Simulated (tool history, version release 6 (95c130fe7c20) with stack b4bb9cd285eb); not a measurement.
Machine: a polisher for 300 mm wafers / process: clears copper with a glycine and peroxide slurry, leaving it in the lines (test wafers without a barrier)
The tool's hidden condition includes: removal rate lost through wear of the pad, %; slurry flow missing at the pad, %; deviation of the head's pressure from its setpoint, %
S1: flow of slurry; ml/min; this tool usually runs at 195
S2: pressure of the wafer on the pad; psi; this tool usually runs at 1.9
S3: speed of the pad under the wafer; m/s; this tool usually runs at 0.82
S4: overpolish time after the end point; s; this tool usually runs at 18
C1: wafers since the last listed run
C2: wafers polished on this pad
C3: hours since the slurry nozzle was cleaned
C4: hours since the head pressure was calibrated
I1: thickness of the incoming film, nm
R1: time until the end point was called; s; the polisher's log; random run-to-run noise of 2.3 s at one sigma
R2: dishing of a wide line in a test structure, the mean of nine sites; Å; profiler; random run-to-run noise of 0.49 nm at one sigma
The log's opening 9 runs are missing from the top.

{"run": 10, "hour": 342.8, "S1": 195, "S2": 1.9, "S3": 0.82, "S4": 18, "C1": 195, "C2": 1734, "C3": 84.6, "C4": 643.1, "I1": 553.6, "R1": 131.5, "R2": 443}
{"run": 11, "hour": 412.0, "S1": 195, "S2": 1.9, "S3": 0.82, "S4": 18, "C1": 519, "C2": 2254, "C3": 153.8, "C4": 712.3, "I1": 535.6, "R1": 126.1, "R2": 453}
{"hour": 423.2, "done": "worn pad replaced by a new one"}
{"run": 12, "hour": 457.4, "S1": 195, "S2": 2.2, "S3": 0.82, "S4": 18, "C1": 311, "C2": 257, "C3": 199.2, "C4": 757.7, "I1": 546.6, "R1": 116.5, "R2": 504}
{"hour": 487.1, "done": "head pressure recalibrated"}
{"run": 13, "hour": 512.2, "S1": 195, "S2": 1.9, "S3": 0.82, "S4": 18, "C1": 396, "C2": 654, "C3": 254.0, "C4": 25.1, "I1": 548.5, "R1": 122.2, "R2": 480}
{"run": 14, "hour": 548.8, "S1": 195, "S2": 1.9, "S3": 0.82, "S4": 18, "C1": 275, "C2": 929, "C3": 290.6, "C4": 61.7, "I1": 542.0, "R1": 121.9, "R2": 476}
{"run": 15, "hour": 580.7, "S1": 195, "S2": 1.9, "S3": 0.82, "S4": 18, "C1": 239, "C2": 1168, "C3": 322.5, "C4": 93.6, "I1": 543.5, "R1": 121.8, "R2": 473}
{"run": 16, "hour": 647.9, "S1": 195, "S2": 2.5, "S3": 0.82, "S4": 7, "C1": 504, "C2": 1673, "C3": 389.7, "C4": 160.8, "I1": 544.9, "R1": 102.7, "R2": 254}
{"run": 17, "hour": 675.4, "S1": 240, "S2": 1.9, "S3": 0.82, "S4": 18, "C1": 206, "C2": 1880, "C3": 417.2, "C4": 188.3, "I1": 542.5, "R1": 115.0, "R2": 484}
{"hour": 720.5, "done": "worn pad replaced by a new one"}
{"run": 18, "hour": 726.4, "S1": 195, "S2": 1.9, "S3": 0.82, "S4": 9, "C1": 353, "C2": 44, "C3": 468.2, "C4": 239.3, "I1": 538.1, "R1": 123.9, "R2": 269}
{"run": 19, "hour": 775.3, "S1": 195, "S2": 1.9, "S3": 0.82, "S4": 23, "C1": 367, "C2": 411, "C3": 517.1, "C4": 288.2, "I1": 544.0, "R1": 121.0, "R2": 579}
{"hour": 807.1, "done": "head pressure recalibrated, repeated, since the last time left the tool worse"}
{"run": 20, "hour": 807.6, "S1": 195, "S2": 2.4, "S3": 0.82, "S4": 18, "C1": 227, "C2": 639, "C3": 549.4, "C4": 0.5, "I1": 539.9, "R1": 116.4, "R2": 500}
{"run": 21, "hour": 851.1, "S1": 195, "S2": 1.4, "S3": 0.82, "S4": 18, "C1": 326, "C2": 966, "C3": 592.9, "C4": 44.0, "I1": 549.7, "R1": 164.8, "R2": 372}
{"hour": 873.9, "done": "slurry nozzle cleaned"}
{"run": 22, "hour": 904.9, "S1": 150, "S2": 1.9, "S3": 1.08, "S4": 18, "C1": 396, "C2": 1363, "C3": 31.0, "C4": 97.8, "I1": 546.0, "R1": 115.3, "R2": 491}
{"run": 23, "hour": 937.2, "S1": 195, "S2": 1.5, "S3": 0.82, "S4": 26, "C1": 242, "C2": 1606, "C3": 63.3, "C4": 130.1, "I1": 544.6, "R1": 160.4, "R2": 518}
{"run": 24, "hour": 973.2, "S1": 195, "S2": 1.9, "S3": 1.04, "S4": 18, "C1": 270, "C2": 1876, "C3": 99.3, "C4": 166.1, "I1": 543.1, "R1": 112.6, "R2": 496}
{"run": 25, "hour": 1001.5, "S1": 230, "S2": 1.3, "S3": 0.58, "S4": 24, "C1": 212, "C2": 2089, "C3": 127.6, "C4": 194.4, "I1": 551.3, "R1": 212.3, "R2": 397}
{"hour": 1011.8, "done": "worn pad replaced by a new one"}
{"run": 26, "hour": 1025.6, "S1": 195, "S2": 1.9, "S3": 0.82, "S4": 18, "C1": 151, "C2": 103, "C3": 151.7, "C4": 218.5, "I1": 533.9, "R1": 132.5, "R2": 436}
{"run": 27, "hour": 1075.7, "S1": 195, "S2": 2.2, "S3": 0.82, "S4": 29, "C1": 376, "C2": 480, "C3": 201.8, "C4": 268.6, "I1": 556.5, "R1": 123.0, "R2": 677}
{"run": 28, "hour": 1100.0, "S1": 170, "S2": 1.6, "S3": 1.04, "S4": 28, "C1": 182, "C2": 662, "C3": 226.1, "C4": 292.9, "I1": 557.4, "R1": 131.4, "R2": 617}
{"run": 29, "hour": 1138.3, "S1": 215, "S2": 2.4, "S3": 0.74, "S4": 18, "C1": 287, "C2": 950, "C3": 264.4, "C4": 331.2, "I1": 541.3, "R1": 117.8, "R2": 486}
{"run": 30, "hour": 1163.5, "S1": 195, "S2": 1.9, "S3": 0.82, "S4": 18, "C1": 189, "C2": 1140, "C3": 289.6, "C4": 356.4, "I1": 541.4, "R1": 132.9, "R2": 439}
{"run": 31, "hour": 1211.8, "S1": 195, "S2": 1.6, "S3": 0.82, "S4": 18, "C1": 362, "C2": 1503, "C3": 337.9, "C4": 404.7, "I1": 543.3, "R1": 151.0, "R2": 398}
{"run": 32, "hour": 1255.1, "S1": 260, "S2": 2.1, "S3": 0.56, "S4": 10, "C1": 325, "C2": 1828, "C3": 381.2, "C4": 448.0, "I1": 547.1, "R1": 154.2, "R2": 234}
{"run": 33, "hour": 1307.3, "S1": 165, "S2": 2.5, "S3": 0.56, "S4": 26, "C1": 392, "C2": 2220, "C3": 433.4, "C4": 500.2, "I1": 547.0, "R1": 148.4, "R2": 554}

Consider 5 possible next runs. They are alternatives, not a sequence: every one starts from the tool as it was left by run 33. What does each give?
{"run": "A", "hour": 1307.8, "S1": 195, "S2": 1.9, "S3": 0.82, "S4": 18, "C1": 3, "C2": 2224, "C3": 433.9, "C4": 500.7, "I1": 538.0, "R1": "?", "R2": "?"}
{"run": "B", "hour": 1307.8, "S1": 140, "S2": 1.3, "S3": 0.82, "S4": 15, "C1": 3, "C2": 2224, "C3": 433.9, "C4": 500.7, "I1": 538.0, "R1": "?", "R2": "?"}
{"run": "C", "hour": 1307.8, "S1": 155, "S2": 1.9, "S3": 0.82, "S4": 18, "C1": 3, "C2": 2224, "C3": 433.9, "C4": 500.7, "I1": 538.0, "R1": "?", "R2": "?"}
{"run": "D", "hour": 1307.8, "S1": 175, "S2": 1.3, "S3": 0.82, "S4": 18, "C1": 3, "C2": 2224, "C3": 433.9, "C4": 500.7, "I1": 538.0, "R1": "?", "R2": "?"}
{"run": "E", "hour": 1307.8, "S1": 245, "S2": 1.9, "S3": 1.0, "S4": 14, "C1": 3, "C2": 2224, "C3": 433.9, "C4": 500.7, "I1": 538.0, "R1": "?", "R2": "?"}

run=A R1=131.2 R2=449
run=B R1=177.8 R2=295
run=C R1=136.5 R2=435
run=D R1=170.4 R2=358
run=E R1=109.8 R2=421
Stripped of hidden state, with their random variation kept, the same runs would have yielded:
run=A R1=134.3 R2=440
run=B R1=181.6 R2=290
run=C R1=139.7 R2=427
run=D R1=174.0 R2=351
run=E R1=112.5 R2=412

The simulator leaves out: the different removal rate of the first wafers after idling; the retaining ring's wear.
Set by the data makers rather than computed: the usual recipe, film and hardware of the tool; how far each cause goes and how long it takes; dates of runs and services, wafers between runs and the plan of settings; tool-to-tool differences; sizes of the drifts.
